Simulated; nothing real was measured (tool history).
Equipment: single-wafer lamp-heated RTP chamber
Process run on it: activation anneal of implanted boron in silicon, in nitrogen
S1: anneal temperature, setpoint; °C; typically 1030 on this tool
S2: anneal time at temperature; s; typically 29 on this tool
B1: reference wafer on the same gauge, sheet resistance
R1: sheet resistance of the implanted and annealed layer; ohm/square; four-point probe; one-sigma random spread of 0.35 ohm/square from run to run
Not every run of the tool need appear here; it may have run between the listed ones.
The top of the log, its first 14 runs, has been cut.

run   hour    S1  S2      B1      R1
 15  225.2  1030  29  199.84  234.82
 16  236.9  1030  29   199.8  234.92
 17  252.3  1056  35  199.78  232.48
 18  263.7  1057  24  199.75  234.36
 19  271.1  1030  29  199.71  234.89
     286.9  -- reflector plate cleaned
 20  287.4  1045  40  199.77  232.85
 21    294  1030  29  199.76  235.03
 22  300.3  1030  29  199.69  234.51
 23  312.3  1030  29  199.77  234.27
     323.4  -- gauge calibrated
 24  328.8  1011  36  200.88  236.75
 25  336.2  1058  42  200.79  232.12
 26  352.9  1030  29  200.64   235.7
 27  367.1  1053  15  200.56  236.19
 28  383.3  1030  21  200.47  236.86
 29    398  1013  21  200.47  238.26
 30  414.7  1042  29  200.33  235.03
 31  424.8  1015  42  200.28  235.95
 32  437.6  1053  45  200.29  232.21
 33  450.7  1030  20  200.25  236.38
 34  465.6  1030  45  200.19  234.15
 35  478.9  1030  29  200.11  235.59
 36  493.6  1060  36  200.07  232.63

Predict each of these 5 candidate next runs independently; none follows another, all start after run 36:
  A   494  1030  29   ?   ?
  B   494  1018  29   ?   ?
  C   494  1057  29   ?   ?
  D   494  1044  45   ?   ?
  E   494  1046  38   ?   ?

run      B1      R1
  A  200.03  235.64
  B  200.03  236.37
  C  200.03  233.95
  D  200.03  233.03
  E  200.03  233.68
Take away the tool's hidden state, keep each run's random variation, and the runs would have read:
run      R1
  A  236.73
  B  237.47
  C  235.03
  D  234.11
  E  234.76

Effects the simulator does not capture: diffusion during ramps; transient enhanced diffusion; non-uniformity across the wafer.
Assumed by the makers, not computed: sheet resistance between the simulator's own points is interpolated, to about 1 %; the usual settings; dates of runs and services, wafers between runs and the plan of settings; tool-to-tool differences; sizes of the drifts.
